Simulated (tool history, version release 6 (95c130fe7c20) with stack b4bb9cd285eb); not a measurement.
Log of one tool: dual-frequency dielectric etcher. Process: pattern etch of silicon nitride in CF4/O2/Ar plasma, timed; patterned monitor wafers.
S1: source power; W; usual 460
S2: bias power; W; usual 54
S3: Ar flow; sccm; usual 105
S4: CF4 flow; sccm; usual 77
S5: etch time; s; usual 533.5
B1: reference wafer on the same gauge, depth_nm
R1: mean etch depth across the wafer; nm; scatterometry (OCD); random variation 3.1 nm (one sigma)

run   hour   S1  S2   S3  S4     S5     B1      R1
  1      0  460  54  105  77  533.5  811.9   906.1
  2   59.1  460  54  105  77  533.5  810.9   910.9
  3   90.7  460  54  105  77  533.5  810.1   906.8
  4  141.7  460  54  105  77  410.5    808   695.5
  5  205.3  460  54  105  77  533.5  805.5   899.9
  6  274.8  460  54  105  77  533.5    802     897
  7  313.5  460  54  105  69  533.5  800.5   885.5
     366.6  -- wet clean of the chamber
  8  367.1  460  54  105  69  533.5  798.1   882.1
  9  387.4  460  54  105  77  533.5  797.5   893.6
       412  -- bias power generator calibrated
 10  422.9  570  54  118  59  486.5  794.6   941.8
       467  -- Ar flow controller replaced
     479.1  -- upper electrode replaced
 11  479.6  460  54   89  94  533.5  791.6   920.1
     484.9  -- gauge calibrated
     525.8  -- CF4 flow controller replaced
 12  530.3  410  54  105  70  533.5  814.8   812.7
 13  576.1  460  54  105  77  533.5    815   913.7
     595.3  -- source power generator calibrated
 14  623.1  460  54  105  77  410.5    815   701.6
 15  689.2  550  54  105  69    586  814.2  1158.5
 16  750.2  370  54  105  77  533.5  812.3   748.7
     804.9  -- wet clean of the chamber
 17  805.4  490  63  105  77  588.5  811.7    1095

4 ways to go on from here, each from the tool as it stands after run 17. What would each give?
  A   806  460  54  105  77  533.5   ?   ?
  B   806  460  54   88  77  642.5   ?   ?
  C   806  460  58  105  77    448   ?   ?
  D   806  460  54   89  87  533.5   ?   ?

run     B1      R1
  A  811.5     909
  B  811.5  1110.3
  C  811.5   775.2
  D  811.5     934
Without the tool's hidden state the same runs would have given:
run      R1
  A   913.1
  B  1115.3
  C   778.7
  D   938.2
